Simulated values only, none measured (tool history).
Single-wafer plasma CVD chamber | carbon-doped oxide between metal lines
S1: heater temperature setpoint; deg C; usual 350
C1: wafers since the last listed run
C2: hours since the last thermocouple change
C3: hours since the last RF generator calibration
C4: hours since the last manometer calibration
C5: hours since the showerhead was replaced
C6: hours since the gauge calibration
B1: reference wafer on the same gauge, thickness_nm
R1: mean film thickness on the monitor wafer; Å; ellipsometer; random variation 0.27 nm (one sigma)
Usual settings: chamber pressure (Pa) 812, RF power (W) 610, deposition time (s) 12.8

{"run": 1, "day": 0.0, "S1": 350, "chamber pressure (Pa)": 812, "RF power (W)": 610, "deposition time (s)": 12.8, "C1": 0, "C2": 1604.2, "C3": 960.0, "C4": 1160.5, "C5": 6963.4, "C6": 116.3, "B1": 59.643, "R1": 654.25}
{"run": 2, "day": 1.154, "S1": 350, "chamber pressure (Pa)": 812, "RF power (W)": 610, "deposition time (s)": 12.8, "C1": 833, "C2": 1631.9, "C3": 987.7, "C4": 1188.2, "C5": 6991.1, "C6": 144.0, "B1": 59.594, "R1": 652.31}
{"run": 3, "day": 3.688, "S1": 350, "chamber pressure (Pa)": 812, "RF power (W)": 610, "deposition time (s)": 12.8, "C1": 1829, "C2": 1692.7, "C3": 1048.5, "C4": 1249.0, "C5": 7051.9, "C6": 204.8, "B1": 59.647, "R1": 652.14}
{"run": 4, "day": 4.521, "S1": 350, "chamber pressure (Pa)": 812, "RF power (W)": 610, "deposition time (s)": 12.8, "C1": 601, "C2": 1712.7, "C3": 1068.5, "C4": 1269.0, "C5": 7071.9, "C6": 224.8, "B1": 59.708, "R1": 649.15}
{"run": 5, "day": 5.888, "S1": 350, "chamber pressure (Pa)": 812, "RF power (W)": 585, "deposition time (s)": 12.8, "C1": 986, "C2": 1745.5, "C3": 1101.3, "C4": 1301.8, "C5": 7104.7, "C6": 257.6, "B1": 59.655, "R1": 629.37}
{"day": 6.817, "done": "showerhead replaced"}
{"run": 6, "day": 6.838, "S1": 350, "chamber pressure (Pa)": 812, "RF power (W)": 585, "deposition time (s)": 12.8, "C1": 445, "C2": 1768.3, "C3": 1124.1, "C4": 1324.6, "C5": 0.5, "C6": 280.4, "B1": 59.576, "R1": 619.28}
{"day": 7.412, "done": "capacitance manometer re-zeroed and calibrated"}
{"run": 7, "day": 7.433, "S1": 345, "chamber pressure (Pa)": 812, "RF power (W)": 610, "deposition time (s)": 12.8, "C1": 189, "C2": 1782.6, "C3": 1138.4, "C4": 0.5, "C5": 14.8, "C6": 294.7, "B1": 59.572, "R1": 648.9}
{"run": 8, "day": 8.704, "S1": 345, "chamber pressure (Pa)": 812, "RF power (W)": 610, "deposition time (s)": 12.8, "C1": 917, "C2": 1813.1, "C3": 1168.9, "C4": 31.0, "C5": 45.3, "C6": 325.2, "B1": 59.607, "R1": 645.84}
{"run": 9, "day": 9.529, "S1": 345, "chamber pressure (Pa)": 812, "RF power (W)": 610, "deposition time (s)": 12.8, "C1": 595, "C2": 1832.9, "C3": 1188.7, "C4": 50.8, "C5": 65.1, "C6": 345.0, "B1": 59.606, "R1": 650.42}
{"day": 9.742, "done": "gauge calibrated"}
{"run": 10, "day": 10.283, "S1": 350, "chamber pressure (Pa)": 812, "RF power (W)": 690, "deposition time (s)": 11.4, "C1": 544, "C2": 1851.0, "C3": 1206.8, "C4": 68.9, "C5": 83.2, "C6": 13.0, "B1": 59.594, "R1": 620.65}
{"day": 10.942, "done": "thermocouple changed; heater temperature recalibrated"}
{"run": 11, "day": 10.971, "S1": 350, "chamber pressure (Pa)": 812, "RF power (W)": 610, "deposition time (s)": 12.8, "C1": 255, "C2": 0.7, "C3": 1223.3, "C4": 85.4, "C5": 99.7, "C6": 29.5, "B1": 59.594, "R1": 636.03}
{"day": 11.8, "done": "RF generator calibrated"}
{"run": 12, "day": 12.083, "S1": 338, "chamber pressure (Pa)": 668, "RF power (W)": 495, "deposition time (s)": 15.3, "C1": 562, "C2": 27.4, "C3": 6.8, "C4": 112.1, "C5": 126.4, "C6": 56.2, "B1": 59.689, "R1": 706.47}
{"run": 13, "day": 13.675, "S1": 360, "chamber pressure (Pa)": 812, "RF power (W)": 530, "deposition time (s)": 14.3, "C1": 1149, "C2": 65.6, "C3": 45.0, "C4": 150.3, "C5": 164.6, "C6": 94.4, "B1": 59.625, "R1": 669.07}
{"run": 14, "day": 14.217, "S1": 342, "chamber pressure (Pa)": 757, "RF power (W)": 535, "deposition time (s)": 12.8, "C1": 391, "C2": 78.6, "C3": 58.0, "C4": 163.3, "C5": 177.6, "C6": 107.4, "B1": 59.587, "R1": 629.64}
{"run": 15, "day": 15.308, "S1": 350, "chamber pressure (Pa)": 812, "RF power (W)": 610, "deposition time (s)": 12.8, "C1": 788, "C2": 104.8, "C3": 84.2, "C4": 189.5, "C5": 203.8, "C6": 133.6, "B1": 59.615, "R1": 682.49}
{"run": 16, "day": 16.483, "S1": 350, "chamber pressure (Pa)": 812, "RF power (W)": 505, "deposition time (s)": 12.8, "C1": 848, "C2": 133.0, "C3": 112.4, "C4": 217.7, "C5": 232.0, "C6": 161.8, "B1": 59.534, "R1": 596.2}

How the hidden state differs across the entries between the runs, from the last listed run before each to the first after it:
Between runs 5 and 6: showerhead replaced (day 6.817)
  delivered RF power above the setpoint (%): -8.01 -> -8.32
  measured less the result without the state, R1: -37.19 -> -38.17 Å
Between runs 6 and 7: capacitance manometer re-zeroed and calibrated (day 7.412)
  delivered RF power above the setpoint (%): -8.32 -> -8.52
  measured less the result without the state, R1: -38.17 -> -40.56 Å
Between runs 9 and 10: gauge calibrated (day 9.742)
  delivered RF power above the setpoint (%): -9.24 -> -9.51
  measured less the result without the state, R1: -44.46 -> -43.11 Å
Between runs 10 and 11: thermocouple changed; heater temperature recalibrated (day 10.942)
  delivered RF power above the setpoint (%): -9.51 -> -9.76
  measured less the result without the state, R1: -43.11 -> -46.20 Å
Between runs 11 and 12: RF generator calibrated (day 11.800)
  delivered RF power above the setpoint (%): -9.76 -> -0.589
  measured less the result without the state, R1: -46.20 -> -2.97 Å
